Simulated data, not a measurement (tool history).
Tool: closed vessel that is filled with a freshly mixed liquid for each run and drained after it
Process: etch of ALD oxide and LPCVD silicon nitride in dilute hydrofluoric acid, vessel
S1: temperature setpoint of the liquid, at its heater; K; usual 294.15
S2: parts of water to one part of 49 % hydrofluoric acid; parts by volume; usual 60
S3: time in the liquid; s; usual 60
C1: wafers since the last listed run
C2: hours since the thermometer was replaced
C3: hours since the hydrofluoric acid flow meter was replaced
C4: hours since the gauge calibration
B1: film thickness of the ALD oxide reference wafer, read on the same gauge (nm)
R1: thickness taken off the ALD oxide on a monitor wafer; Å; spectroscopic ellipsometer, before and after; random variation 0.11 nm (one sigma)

{"run": 1, "hour": 0.0, "S1": 294.15, "S2": 60, "S3": 60, "C1": 0, "C2": 785.0, "C3": 884.0, "C4": 74.8, "B1": 149.96, "R1": 302.9}
{"run": 2, "hour": 134.4, "S1": 294.15, "S2": 60, "S3": 60, "C1": 12750, "C2": 919.4, "C3": 1018.4, "C4": 209.2, "B1": 150.01, "R1": 302.4}
{"run": 3, "hour": 193.5, "S1": 294.15, "S2": 60, "S3": 60, "C1": 5606, "C2": 978.5, "C3": 1077.5, "C4": 268.3, "B1": 150.0, "R1": 303.7}
{"run": 4, "hour": 248.1, "S1": 290.65, "S2": 70, "S3": 60, "C1": 5179, "C2": 1033.1, "C3": 1132.1, "C4": 322.9, "B1": 149.98, "R1": 222.9}
{"run": 5, "hour": 296.2, "S1": 290.65, "S2": 70, "S3": 60, "C1": 4563, "C2": 1081.2, "C3": 1180.2, "C4": 371.0, "B1": 149.99, "R1": 221.4}
{"run": 6, "hour": 334.0, "S1": 290.65, "S2": 70, "S3": 60, "C1": 3586, "C2": 1119.0, "C3": 1218.0, "C4": 408.8, "B1": 150.0, "R1": 221.4}
{"run": 7, "hour": 380.9, "S1": 294.15, "S2": 60, "S3": 60, "C1": 4449, "C2": 1165.9, "C3": 1264.9, "C4": 455.7, "B1": 150.0, "R1": 302.8}
{"hour": 400.8, "done": "thermometer replaced"}
{"run": 8, "hour": 449.0, "S1": 294.15, "S2": 60, "S3": 60, "C1": 6365, "C2": 48.2, "C3": 1333.0, "C4": 523.8, "B1": 150.01, "R1": 284.7}
{"run": 9, "hour": 482.5, "S1": 291.15, "S2": 90, "S3": 80, "C1": 3178, "C2": 81.7, "C3": 1366.5, "C4": 557.3, "B1": 149.98, "R1": 215.6}
{"hour": 485.6, "done": "gauge calibrated"}
{"run": 10, "hour": 538.6, "S1": 294.15, "S2": 60, "S3": 60, "C1": 5322, "C2": 137.8, "C3": 1422.6, "C4": 53.0, "B1": 149.98, "R1": 284.7}
{"hour": 579.1, "done": "hydrofluoric acid flow meter replaced"}
{"run": 11, "hour": 595.7, "S1": 294.15, "S2": 60, "S3": 60, "C1": 5322, "C2": 194.9, "C3": 16.6, "C4": 110.1, "B1": 150.01, "R1": 309.8}
{"run": 12, "hour": 628.8, "S1": 290.65, "S2": 70, "S3": 85, "C1": 3140, "C2": 228.0, "C3": 49.7, "C4": 143.2, "B1": 149.97, "R1": 319.8}
{"run": 13, "hour": 690.0, "S1": 298.65, "S2": 60, "S3": 35, "C1": 5806, "C2": 289.2, "C3": 110.9, "C4": 204.4, "B1": 149.99, "R1": 216.9}
{"run": 14, "hour": 714.7, "S1": 294.15, "S2": 75, "S3": 60, "C1": 2343, "C2": 313.9, "C3": 135.6, "C4": 229.1, "B1": 149.99, "R1": 243.6}
{"run": 15, "hour": 772.8, "S1": 292.15, "S2": 70, "S3": 60, "C1": 5512, "C2": 372.0, "C3": 193.7, "C4": 287.2, "B1": 150.04, "R1": 241.6}
{"run": 16, "hour": 837.1, "S1": 294.15, "S2": 45, "S3": 60, "C1": 6100, "C2": 436.3, "C3": 258.0, "C4": 351.5, "B1": 150.01, "R1": 420.5}
{"run": 17, "hour": 871.8, "S1": 290.15, "S2": 60, "S3": 85, "C1": 3292, "C2": 471.0, "C3": 292.7, "C4": 386.2, "B1": 150.01, "R1": 371.4}

Forecast each of these 4 alternatives for the next run:
{"run": "A", "hour": 872.5, "S1": 294.15, "S2": 60, "S3": 60, "C1": 66, "C2": 471.7, "C3": 293.4, "C4": 386.9, "B1": "?", "R1": "?"}
{"run": "B", "hour": 872.5, "S1": 292.15, "S2": 80, "S3": 85, "C1": 66, "C2": 471.7, "C3": 293.4, "C4": 386.9, "B1": "?", "R1": "?"}
{"run": "C", "hour": 872.5, "S1": 294.15, "S2": 90, "S3": 60, "C1": 66, "C2": 471.7, "C3": 293.4, "C4": 386.9, "B1": "?", "R1": "?"}
{"run": "D", "hour": 872.5, "S1": 294.15, "S2": 30, "S3": 30, "C1": 66, "C2": 471.7, "C3": 293.4, "C4": 386.9, "B1": "?", "R1": "?"}

run=A B1=150.02 R1=308.9
run=B B1=150.02 R1=294.8
run=C B1=150.02 R1=198.5
run=D B1=150.02 R1=320.9
Without the tool's hidden state the same runs would have given:
run=A R1=304.0
run=B R1=290.2
run=C R1=195.6
run=D R1=315.4

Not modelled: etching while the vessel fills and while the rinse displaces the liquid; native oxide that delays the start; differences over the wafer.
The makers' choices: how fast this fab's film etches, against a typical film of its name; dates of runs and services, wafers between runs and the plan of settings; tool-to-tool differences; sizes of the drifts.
